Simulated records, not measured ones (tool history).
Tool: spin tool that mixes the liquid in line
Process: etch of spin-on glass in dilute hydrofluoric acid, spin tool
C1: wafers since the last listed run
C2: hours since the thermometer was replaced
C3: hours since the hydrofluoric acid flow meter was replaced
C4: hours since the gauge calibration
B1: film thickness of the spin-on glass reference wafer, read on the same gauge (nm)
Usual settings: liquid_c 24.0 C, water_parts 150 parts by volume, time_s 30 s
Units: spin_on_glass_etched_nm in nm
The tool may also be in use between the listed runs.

Run 1, hour 0.0: usual settings; C1 0; C2 1165.7; C3 283.1; C4 868.5; B1 39.98. Result: spin_on_glass_etched_nm 14.76 nm.
Run 2, hour 44.9: usual settings; C1 693; C2 1210.6; C3 328.0; C4 913.4; B1 40.00. Result: spin_on_glass_etched_nm 14.83 nm.
Run 3, hour 76.0: usual settings; C1 480; C2 1241.7; C3 359.1; C4 944.5; B1 40.01. Result: spin_on_glass_etched_nm 14.80 nm.
Run 4, hour 108.7: usual settings; C1 504; C2 1274.4; C3 391.8; C4 977.2; B1 40.03. Result: spin_on_glass_etched_nm 14.96 nm.
Run 5, hour 136.4: usual settings; C1 427; C2 1302.1; C3 419.5; C4 1004.9; B1 40.01. Result: spin_on_glass_etched_nm 14.98 nm.
At hour 147.4: thermometer replaced.
Run 6, hour 302.1: usual settings; C1 2542; C2 154.7; C3 585.2; C4 1170.6; B1 39.97. Result: spin_on_glass_etched_nm 14.22 nm.
Run 7, hour 337.6: usual settings; C1 548; C2 190.2; C3 620.7; C4 1206.1; B1 40.00. Result: spin_on_glass_etched_nm 14.42 nm.
Run 8, hour 369.2: usual settings; C1 487; C2 221.8; C3 652.3; C4 1237.7; B1 39.99. Result: spin_on_glass_etched_nm 14.27 nm.
Run 9, hour 418.2: usual settings; C1 756; C2 270.8; C3 701.3; C4 1286.7; B1 40.01. Result: spin_on_glass_etched_nm 14.41 nm.
Run 10, hour 553.8: usual settings; C1 2093; C2 406.4; C3 836.9; C4 1422.3; B1 40.00. Result: spin_on_glass_etched_nm 14.66 nm.
Run 11, hour 624.1: usual settings but liquid_c 22.0 C; C1 1085; C2 476.7; C3 907.2; C4 1492.6; B1 40.01. Result: spin_on_glass_etched_nm 13.73 nm.
Run 12, hour 661.9: usual settings; C1 583; C2 514.5; C3 945.0; C4 1530.4; B1 39.98. Result: spin_on_glass_etched_nm 14.95 nm.
At hour 708.0: hydrofluoric acid flow meter replaced.
Run 13, hour 731.3: usual settings; C1 1055; C2 583.9; C3 23.3; C4 1599.8; B1 40.03. Result: spin_on_glass_etched_nm 14.33 nm.
Run 14, hour 792.6: usual settings but time_s 15 s; C1 946; C2 645.2; C3 84.6; C4 1661.1; B1 40.02. Result: spin_on_glass_etched_nm 7.16 nm.
Run 15, hour 823.0: usual settings but time_s 15 s; C1 469; C2 675.6; C3 115.0; C4 1691.5; B1 40.00. Result: spin_on_glass_etched_nm 7.16 nm.
Run 16, hour 852.3: usual settings but time_s 15 s; C1 452; C2 704.9; C3 144.3; C4 1720.8; B1 40.00. Result: spin_on_glass_etched_nm 7.21 nm.
Run 17, hour 900.8: usual settings but liquid_c 26.0 C; C1 748; C2 753.4; C3 192.8; C4 1769.3; B1 40.01. Result: spin_on_glass_etched_nm 15.65 nm.
Run 18, hour 958.1: usual settings but liquid_c 28.0 C, water_parts 185 parts by volume, time_s 35 s; C1 884; C2 810.7; C3 250.1; C4 1826.6; B1 40.03. Result: spin_on_glass_etched_nm 15.31 nm.
Run 19, hour 1077.6: usual settings but liquid_c 21.0 C, water_parts 105 parts by volume, time_s 40 s; C1 1844; C2 930.2; C3 369.6; C4 1946.1; B1 39.98. Result: spin_on_glass_etched_nm 26.20 nm.
Run 20, hour 1250.8: usual settings but liquid_c 27.0 C, water_parts 100 parts by volume, time_s 50 s; C1 2673; C2 1103.4; C3 542.8; C4 2119.3; B1 40.01. Result: spin_on_glass_etched_nm 44.95 nm.
At hour 1274.3: gauge calibrated.
Run 21, hour 1277.2: usual settings; C1 407; C2 1129.8; C3 569.2; C4 2.9; B1 39.99. Result: spin_on_glass_etched_nm 15.24 nm.
Run 22, hour 1336.3: usual settings but liquid_c 27.5 C; C1 912; C2 1188.9; C3 628.3; C4 62.0; B1 40.00. Result: spin_on_glass_etched_nm 17.35 nm.
At hour 1501.2: thermometer replaced.
Run 23, hour 1512.8: usual settings but liquid_c 20.0 C; C1 2709; C2 11.6; C3 804.8; C4 238.5; B1 40.00. Result: spin_on_glass_etched_nm 12.29 nm.
Run 24, hour 1540.0: usual settings; C1 419; C2 38.8; C3 832.0; C4 265.7; B1 40.00. Result: spin_on_glass_etched_nm 14.58 nm.
Run 25, hour 1569.1: usual settings; C1 449; C2 67.9; C3 861.1; C4 294.8; B1 40.03. Result: spin_on_glass_etched_nm 14.62 nm.
Run 26, hour 1628.0: usual settings but water_parts 205 parts by volume; C1 909; C2 126.8; C3 920.0; C4 353.7; B1 39.98. Result: spin_on_glass_etched_nm 10.13 nm.
At hour 1649.0: hydrofluoric acid flow meter replaced.
Run 27, hour 1664.5: usual settings but liquid_c 28.5 C, water_parts 115 parts by volume, time_s 40 s; C1 548; C2 163.3; C3 15.5; C4 390.2; B1 40.00. Result: spin_on_glass_etched_nm 29.64 nm.
Run 28, hour 1762.1: usual settings but liquid_c 20.5 C, water_parts 90 parts by volume, time_s 15 s; C1 1506; C2 260.9; C3 113.1; C4 487.8; B1 39.98. Result: spin_on_glass_etched_nm 10.78 nm.
Run 29, hour 1796.0: usual settings but water_parts 210 parts by volume; C1 523; C2 294.8; C3 147.0; C4 521.7; B1 40.00. Result: spin_on_glass_etched_nm 9.31 nm.
Run 30, hour 1864.2: usual settings but liquid_c 28.0 C, water_parts 105 parts by volume; C1 1052; C2 363.0; C3 215.2; C4 589.9; B1 40.01. Result: spin_on_glass_etched_nm 24.79 nm.
Run 31, hour 2046.1: usual settings but liquid_c 26.0 C, water_parts 100 parts by volume, time_s 50 s; C1 2807; C2 544.9; C3 397.1; C4 771.8; B1 40.01. Result: spin_on_glass_etched_nm 41.11 nm.
Run 32, hour 2089.3: usual settings; C1 666; C2 588.1; C3 440.3; C4 815.0; B1 40.00. Result: spin_on_glass_etched_nm 14.43 nm.
Run 33, hour 2119.8: usual settings but liquid_c 21.0 C, time_s 20 s; C1 470; C2 618.6; C3 470.8; C4 845.5; B1 40.00. Result: spin_on_glass_etched_nm 8.62 nm.

Hidden state or all else? Some run-to-run changes of spin_on_glass_etched_nm, split into what the settings, what came in and random variation would give without the hidden state, and what is left for the hidden state (with any gauge scatter that isn't in both results):
The hidden state here: liquid hotter than its thermometer reads (K); hydrofluoric acid flow above the setpoint (%); gauge reads high (%).
Run 19 -> 20: liquid_c 21.0 -> 27.0, water_parts 105 -> 100, time_s 40 -> 50. spin_on_glass_etched_nm +18.75 nm: hidden state +2.20, all else +16.55.
Run 20 -> 21: liquid_c 27.0 -> 24.0, water_parts 100 -> 150, time_s 50 -> 30, gauge calibrated. spin_on_glass_etched_nm -29.71 nm: hidden state -2.80, all else -26.91.
Run 26 -> 27: liquid_c 24.0 -> 28.5, water_parts 205 -> 115, time_s 30 -> 40, hydrofluoric acid flow meter replaced. spin_on_glass_etched_nm +19.51 nm: hidden state -0.36, all else +19.87.
Run 31 -> 32: liquid_c 26.0 -> 24.0, water_parts 100 -> 150, time_s 50 -> 30. spin_on_glass_etched_nm -26.68 nm: hidden state -1.37, all else -25.31.
